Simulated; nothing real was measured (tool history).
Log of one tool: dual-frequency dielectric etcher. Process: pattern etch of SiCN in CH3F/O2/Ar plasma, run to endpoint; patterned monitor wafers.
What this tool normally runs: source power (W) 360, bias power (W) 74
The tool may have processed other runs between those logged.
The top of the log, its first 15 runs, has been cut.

| run | hour | source power (W) | bias power (W) | wafers since the last listed run | hours since the last wet clean | hours since the last source power generator calibration | hours since the last bias power generator calibration | hours since the last upper electrode change | incoming incoming film thickness, nm | endpoint time (s) |
|---|---|---|---|---|---|---|---|---|---|---|
| 16 | 216.5 | 360 | 74 | 188 | 492.6 | 3395.5 | 3709.1 | 2200.8 | 7.64 | 21.1 |
| 17 | 223.6 | 360 | 74 | 95 | 499.7 | 3402.6 | 3716.2 | 2207.9 | 7.59 | 21.2 |
| 18 | 239.1 | 360 | 74 | 207 | 515.2 | 3418.1 | 3731.7 | 2223.4 | 7.66 | 21.6 |
| 19 | 247.2 | 360 | 74 | 108 | 523.3 | 3426.2 | 3739.8 | 2231.5 | 7.54 | 21.4 |
| 20 | 259.1 | 310 | 91 | 159 | 535.2 | 3438.1 | 3751.7 | 2243.4 | 7.69 | 20.3 |
| 21 | 269.5 | 400 | 74 | 139 | 545.6 | 3448.5 | 3762.1 | 2253.8 | 7.63 | 20.8 |
|  | 299.2 | wet clean of the chamber |
|  | 312.7 | source power generator calibrated |
|  | 313.2 | upper electrode replaced |
| 22 | 313.7 | 330 | 68 | 210 | 14.5 | 1 | 3806.3 | 0.5 | 7.59 | 23.5 |
| 23 | 314 | 320 | 88 | 4 | 14.8 | 1.3 | 3806.6 | 0.8 | 7.63 | 21.6 |
| 24 | 314.3 | 360 | 74 | 0 | 15.1 | 1.6 | 3806.9 | 1.1 | 7.57 | 22.1 |
| 25 | 314.6 | 420 | 84 | 0 | 15.4 | 1.9 | 3807.2 | 1.4 | 7.65 | 20.6 |
|  | 318 | bias power generator calibrated |
| 26 | 323.2 | 430 | 62 | 69 | 24 | 10.5 | 5.2 | 10 | 7.56 | 22.7 |
| 27 | 335 | 340 | 60 | 157 | 35.8 | 22.3 | 17 | 21.8 | 7.6 | 24.3 |

Run 28 comes next. What will it give?
| 28 | 344.1 | 440 | 82 | 121 | 44.9 | 31.4 | 26.1 | 30.9 | 7.56 | ? |

endpoint time (s): 20.2
Minus the tool's unlogged condition, the same run would have read endpoint time (s) 20.2.
